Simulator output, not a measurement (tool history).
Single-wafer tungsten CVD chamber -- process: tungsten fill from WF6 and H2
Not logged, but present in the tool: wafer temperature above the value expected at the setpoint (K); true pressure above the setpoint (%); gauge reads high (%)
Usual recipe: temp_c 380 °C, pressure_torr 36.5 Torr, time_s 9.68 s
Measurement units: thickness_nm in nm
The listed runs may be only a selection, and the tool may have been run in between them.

| run | day | temp_c | pressure_torr | time_s | wafers since the last listed run | hours since the last thermocouple change | hours since the last manometer calibration | hours since the showerhead was replaced | hours since the gauge calibration | read-back reference wafer on the same gauge, thickness_nm | thickness_nm |
|---|---|---|---|---|---|---|---|---|---|---|---|
| 1 | 0.000 | 380 | 36.5 | 9.28 | 0 | 2108.6 | 2532.9 | 5689.6 | 861.8 | 20.289 | 18.794 |
| 2 | 0.729 | 380 | 36.5 | 9.28 | 537 | 2126.1 | 2550.4 | 5707.1 | 879.3 | 20.288 | 18.849 |
| 3 | 1.521 | 380 | 36.5 | 9.68 | 583 | 2145.1 | 2569.4 | 5726.1 | 898.3 | 20.283 | 19.568 |
| 4 | 2.925 | 368 | 36.5 | 9.68 | 1034 | 2178.8 | 2603.1 | 5759.8 | 932.0 | 20.310 | 14.683 |
|  | 3.312 | gauge calibrated |
|  | 3.517 | thermocouple changed; heater temperature recalibrated |
| 5 | 3.758 | 370 | 36.5 | 9.68 | 368 | 5.8 | 2623.1 | 5779.8 | 10.7 | 20.313 | 15.375 |
| 6 | 4.888 | 370 | 36.5 | 9.68 | 832 | 32.9 | 2650.2 | 5806.9 | 37.8 | 20.311 | 15.323 |
| 7 | 5.400 | 370 | 36.5 | 9.68 | 377 | 45.2 | 2662.5 | 5819.2 | 50.1 | 20.288 | 15.415 |
| 8 | 6.117 | 380 | 36.5 | 9.68 | 528 | 62.4 | 2679.7 | 5836.4 | 67.3 | 20.304 | 19.558 |
| 9 | 7.542 | 380 | 29.8 | 9.68 | 1050 | 96.6 | 2713.9 | 5870.6 | 101.5 | 20.314 | 17.272 |
| 10 | 8.079 | 380 | 43.1 | 9.68 | 396 | 109.5 | 2726.8 | 5883.5 | 114.4 | 20.273 | 21.602 |
| 11 | 8.629 | 380 | 36.5 | 9.68 | 405 | 122.7 | 2740.0 | 5896.7 | 127.6 | 20.305 | 19.666 |
| 12 | 9.675 | 373 | 36.5 | 11.50 | 770 | 147.8 | 2765.1 | 5921.8 | 152.7 | 20.294 | 19.681 |
| 13 | 10.796 | 389 | 41.7 | 10.88 | 826 | 174.7 | 2792.0 | 5948.7 | 179.6 | 20.307 | 29.144 |
| 14 | 11.542 | 388 | 29.1 | 10.39 | 549 | 192.6 | 2809.9 | 5966.6 | 197.5 | 20.344 | 21.624 |
|  | 12.604 | capacitance manometer re-zeroed and calibrated |
| 15 | 12.833 | 367 | 31.7 | 9.68 | 706 | 223.6 | 5.5 | 5997.6 | 228.5 | 20.275 | 13.116 |
| 16 | 13.404 | 380 | 32.2 | 11.31 | 420 | 237.3 | 19.2 | 6011.3 | 242.2 | 20.326 | 21.114 |
| 17 | 14.062 | 384 | 32.7 | 8.46 | 485 | 253.1 | 35.0 | 6027.1 | 258.0 | 20.303 | 17.415 |
| 18 | 14.812 | 380 | 36.5 | 9.68 | 552 | 271.1 | 53.0 | 6045.1 | 276.0 | 20.284 | 19.627 |
| 19 | 15.346 | 376 | 36.5 | 10.60 | 393 | 283.9 | 65.8 | 6057.9 | 288.8 | 20.314 | 19.667 |
| 20 | 16.567 | 380 | 45.3 | 8.62 | 899 | 313.2 | 95.1 | 6087.2 | 318.1 | 20.306 | 19.695 |
| 21 | 17.767 | 380 | 29.8 | 9.68 | 884 | 342.0 | 123.9 | 6116.0 | 346.9 | 20.316 | 17.305 |
| 22 | 18.825 | 380 | 36.5 | 9.68 | 780 | 367.4 | 149.3 | 6141.4 | 372.3 | 20.317 | 19.372 |
|  | 19.975 | showerhead replaced |
| 23 | 19.996 | 390 | 28.8 | 9.06 | 617 | 395.5 | 177.4 | 0.5 | 400.4 | 20.316 | 19.685 |
| 24 | 20.771 | 380 | 36.5 | 9.68 | 571 | 414.1 | 196.0 | 19.1 | 419.0 | 20.278 | 19.491 |
| 25 | 22.171 | 380 | 36.5 | 9.68 | 1031 | 447.7 | 229.6 | 52.7 | 452.6 | 20.332 | 19.504 |
| 26 | 24.900 | 365 | 36.5 | 10.18 | 2011 | 513.2 | 295.1 | 118.2 | 518.1 | 20.264 | 14.527 |
| 27 | 25.592 | 386 | 36.5 | 9.68 | 509 | 529.8 | 311.7 | 134.8 | 534.7 | 20.301 | 22.460 |
| 28 | 26.288 | 380 | 33.2 | 9.68 | 512 | 546.5 | 328.4 | 151.5 | 551.4 | 20.303 | 18.406 |
| 29 | 26.854 | 388 | 33.9 | 7.92 | 417 | 560.1 | 342.0 | 165.1 | 565.0 | 20.310 | 18.288 |
| 30 | 27.746 | 391 | 43.6 | 9.68 | 657 | 581.5 | 363.4 | 186.5 | 586.4 | 20.276 | 27.813 |
| 31 | 28.421 | 369 | 36.5 | 11.52 | 497 | 597.7 | 379.6 | 202.7 | 602.6 | 20.301 | 17.990 |
| 32 | 29.650 | 393 | 39.9 | 9.68 | 905 | 627.2 | 409.1 | 232.2 | 632.1 | 20.277 | 27.487 |
| 33 | 31.808 | 372 | 31.4 | 10.82 | 1590 | 679.0 | 460.9 | 284.0 | 683.9 | 20.314 | 16.499 |
| 34 | 33.175 | 376 | 38.9 | 9.68 | 1007 | 711.8 | 493.7 | 316.8 | 716.7 | 20.267 | 18.532 |

Forecast each of these 4 alternatives for the next run:
| A | 33.192 | 390 | 36.5 | 9.68 | 12 | 712.2 | 494.1 | 317.2 | 717.1 | ? | ? |
| B | 33.192 | 366 | 43.8 | 10.81 | 12 | 712.2 | 494.1 | 317.2 | 717.1 | ? | ? |
| C | 33.192 | 380 | 30.2 | 9.68 | 12 | 712.2 | 494.1 | 317.2 | 717.1 | ? | ? |
| D | 33.192 | 369 | 27.7 | 9.68 | 12 | 712.2 | 494.1 | 317.2 | 717.1 | ? | ? |

| run | read-back reference wafer on the same gauge, thickness_nm | thickness_nm |
|---|---|---|
| A | 20.323 | 24.493 |
| B | 20.323 | 17.420 |
| C | 20.323 | 17.290 |
| D | 20.323 | 12.536 |
Without the tool's hidden state the same runs would have given:
| run | thickness_nm |
|---|---|
| A | 24.493 |
| B | 17.420 |
| C | 17.290 |
| D | 12.536 |
